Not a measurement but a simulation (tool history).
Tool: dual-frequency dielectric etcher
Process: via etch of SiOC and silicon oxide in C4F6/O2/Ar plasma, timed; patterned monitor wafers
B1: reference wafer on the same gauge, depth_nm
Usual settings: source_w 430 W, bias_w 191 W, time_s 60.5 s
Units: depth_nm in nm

{"run": 1, "hour": 0.0, "source_w": 430, "bias_w": 191, "time_s": 60.5, "B1": 80.0, "depth_nm": 69.9}
{"run": 2, "hour": 8.7, "source_w": 430, "bias_w": 191, "time_s": 60.5, "B1": 80.0, "depth_nm": 69.8}
{"run": 3, "hour": 22.4, "source_w": 430, "bias_w": 191, "time_s": 60.5, "B1": 80.0, "depth_nm": 69.9}
{"run": 4, "hour": 37.2, "source_w": 430, "bias_w": 191, "time_s": 60.5, "B1": 80.0, "depth_nm": 69.9}
{"run": 5, "hour": 51.2, "source_w": 430, "bias_w": 191, "time_s": 60.5, "B1": 80.0, "depth_nm": 69.9}
{"run": 6, "hour": 67.0, "source_w": 430, "bias_w": 172, "time_s": 60.5, "B1": 80.0, "depth_nm": 67.6}
{"hour": 73.8, "done": "source power generator calibrated"}
{"run": 7, "hour": 74.3, "source_w": 430, "bias_w": 172, "time_s": 60.5, "B1": 80.0, "depth_nm": 67.6}
{"hour": 76.8, "done": "gauge calibrated"}
{"run": 8, "hour": 90.8, "source_w": 430, "bias_w": 191, "time_s": 60.5, "B1": 80.1, "depth_nm": 70.1}
{"run": 9, "hour": 100.3, "source_w": 430, "bias_w": 191, "time_s": 60.5, "B1": 79.9, "depth_nm": 69.9}
{"hour": 124.9, "done": "upper electrode replaced"}
{"hour": 132.9, "done": "wet clean of the chamber"}
{"run": 10, "hour": 133.4, "source_w": 430, "bias_w": 191, "time_s": 60.5, "B1": 80.0, "depth_nm": 70.4}
{"run": 11, "hour": 133.7, "source_w": 430, "bias_w": 191, "time_s": 60.5, "B1": 80.0, "depth_nm": 69.8}
{"run": 12, "hour": 134.0, "source_w": 430, "bias_w": 180, "time_s": 52.0, "B1": 80.0, "depth_nm": 58.9}
{"hour": 154.7, "done": "bias power generator calibrated"}
{"run": 13, "hour": 155.2, "source_w": 520, "bias_w": 159, "time_s": 67.5, "B1": 80.0, "depth_nm": 79.7}
{"run": 14, "hour": 159.4, "source_w": 380, "bias_w": 191, "time_s": 60.5, "B1": 80.0, "depth_nm": 66.5}
{"run": 15, "hour": 172.7, "source_w": 390, "bias_w": 164, "time_s": 60.5, "B1": 80.0, "depth_nm": 64.2}
{"run": 16, "hour": 187.9, "source_w": 530, "bias_w": 191, "time_s": 70.5, "B1": 80.0, "depth_nm": 88.2}
{"run": 17, "hour": 198.7, "source_w": 430, "bias_w": 191, "time_s": 60.5, "B1": 80.0, "depth_nm": 69.8}
{"run": 18, "hour": 215.8, "source_w": 430, "bias_w": 191, "time_s": 60.5, "B1": 79.9, "depth_nm": 69.7}

Run 19 comes next. What will it give?
{"run": 19, "hour": 229.8, "source_w": 370, "bias_w": 145, "time_s": 47.0, "B1": "?", "depth_nm": "?"}

B1: 80.0
depth_nm: 47.0 nm
Without the tool's hidden state the same run would have given depth_nm 47.0 nm.
